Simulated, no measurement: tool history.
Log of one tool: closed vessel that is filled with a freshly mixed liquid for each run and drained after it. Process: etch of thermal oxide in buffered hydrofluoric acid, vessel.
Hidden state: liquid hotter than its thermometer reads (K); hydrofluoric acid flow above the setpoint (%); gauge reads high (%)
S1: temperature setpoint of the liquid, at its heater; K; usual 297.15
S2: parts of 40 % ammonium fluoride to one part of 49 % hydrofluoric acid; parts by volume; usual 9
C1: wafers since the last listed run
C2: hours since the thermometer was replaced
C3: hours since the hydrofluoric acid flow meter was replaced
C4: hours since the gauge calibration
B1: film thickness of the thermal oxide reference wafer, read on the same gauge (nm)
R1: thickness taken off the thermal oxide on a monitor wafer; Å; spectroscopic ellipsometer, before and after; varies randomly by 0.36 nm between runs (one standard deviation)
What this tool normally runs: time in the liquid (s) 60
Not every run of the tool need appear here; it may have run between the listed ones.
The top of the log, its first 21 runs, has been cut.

{"run": 22, "hour": 1137.7, "S1": 300.15, "S2": 7, "time in the liquid (s)": 60, "C1": 2437, "C2": 554.6, "C3": 684.3, "C4": 869.6, "B1": 90.02, "R1": 1169.1}
{"run": 23, "hour": 1162.3, "S1": 297.15, "S2": 9, "time in the liquid (s)": 60, "C1": 1713, "C2": 579.2, "C3": 708.9, "C4": 894.2, "B1": 90.02, "R1": 761.8}
{"run": 24, "hour": 1209.8, "S1": 300.65, "S2": 12, "time in the liquid (s)": 70, "C1": 3308, "C2": 626.7, "C3": 756.4, "C4": 941.7, "B1": 90.03, "R1": 828}
{"run": 25, "hour": 1245.7, "S1": 297.15, "S2": 9, "time in the liquid (s)": 60, "C1": 2500, "C2": 662.6, "C3": 792.3, "C4": 977.6, "B1": 89.96, "R1": 762.6}
{"run": 26, "hour": 1270.1, "S1": 301.65, "S2": 9, "time in the liquid (s)": 60, "C1": 1699, "C2": 687, "C3": 816.7, "C4": 1002, "B1": 90.01, "R1": 964.7}
{"run": 27, "hour": 1313.8, "S1": 300.65, "S2": 11.5, "time in the liquid (s)": 75, "C1": 3043, "C2": 730.7, "C3": 860.4, "C4": 1045.7, "B1": 89.99, "R1": 940.6}
{"run": 28, "hour": 1384.5, "S1": 292.65, "S2": 7.5, "time in the liquid (s)": 60, "C1": 4924, "C2": 801.4, "C3": 931.1, "C4": 1116.4, "B1": 90.01, "R1": 727.1}
{"run": 29, "hour": 1444.6, "S1": 293.15, "S2": 9, "time in the liquid (s)": 30, "C1": 4186, "C2": 861.5, "C3": 991.2, "C4": 1176.5, "B1": 90, "R1": 310.5}
{"run": 30, "hour": 1470.7, "S1": 297.15, "S2": 9, "time in the liquid (s)": 60, "C1": 1817, "C2": 887.6, "C3": 1017.3, "C4": 1202.6, "B1": 90.04, "R1": 769.3}
{"run": 31, "hour": 1500.8, "S1": 294.65, "S2": 11, "time in the liquid (s)": 80, "C1": 2096, "C2": 917.7, "C3": 1047.4, "C4": 1232.7, "B1": 89.98, "R1": 761}
{"run": 32, "hour": 1672.3, "S1": 293.15, "S2": 9, "time in the liquid (s)": 80, "C1": 11945, "C2": 1089.2, "C3": 1218.9, "C4": 1404.2, "B1": 90.02, "R1": 826.1}

Here are 5 independent what-if runs from the current tool condition. What would each one return?
{"run": "A", "hour": 1673.0, "S1": 297.15, "S2": 9, "time in the liquid (s)": 45, "C1": 48, "C2": 1089.9, "C3": 1219.6, "C4": 1404.9, "B1": "?", "R1": "?"}
{"run": "B", "hour": 1673.0, "S1": 297.15, "S2": 11.5, "time in the liquid (s)": 75, "C1": 48, "C2": 1089.9, "C3": 1219.6, "C4": 1404.9, "B1": "?", "R1": "?"}
{"run": "C", "hour": 1673.0, "S1": 300.15, "S2": 9, "time in the liquid (s)": 60, "C1": 48, "C2": 1089.9, "C3": 1219.6, "C4": 1404.9, "B1": "?", "R1": "?"}
{"run": "D", "hour": 1673.0, "S1": 295.15, "S2": 12.5, "time in the liquid (s)": 60, "C1": 48, "C2": 1089.9, "C3": 1219.6, "C4": 1404.9, "B1": "?", "R1": "?"}
{"run": "E", "hour": 1673.0, "S1": 299.15, "S2": 9, "time in the liquid (s)": 40, "C1": 48, "C2": 1089.9, "C3": 1219.6, "C4": 1404.9, "B1": "?", "R1": "?"}

run=A B1=90.02 R1=584
run=B B1=90.02 R1=791.9
run=C B1=90.02 R1=914.9
run=D B1=90.02 R1=523.4
run=E B1=90.02 R1=578.2
What these runs would have given with no unlogged condition in the tool:
run=A R1=544.6
run=B R1=741.3
run=C R1=853.7
run=D R1=489.8
run=E R1=539.4

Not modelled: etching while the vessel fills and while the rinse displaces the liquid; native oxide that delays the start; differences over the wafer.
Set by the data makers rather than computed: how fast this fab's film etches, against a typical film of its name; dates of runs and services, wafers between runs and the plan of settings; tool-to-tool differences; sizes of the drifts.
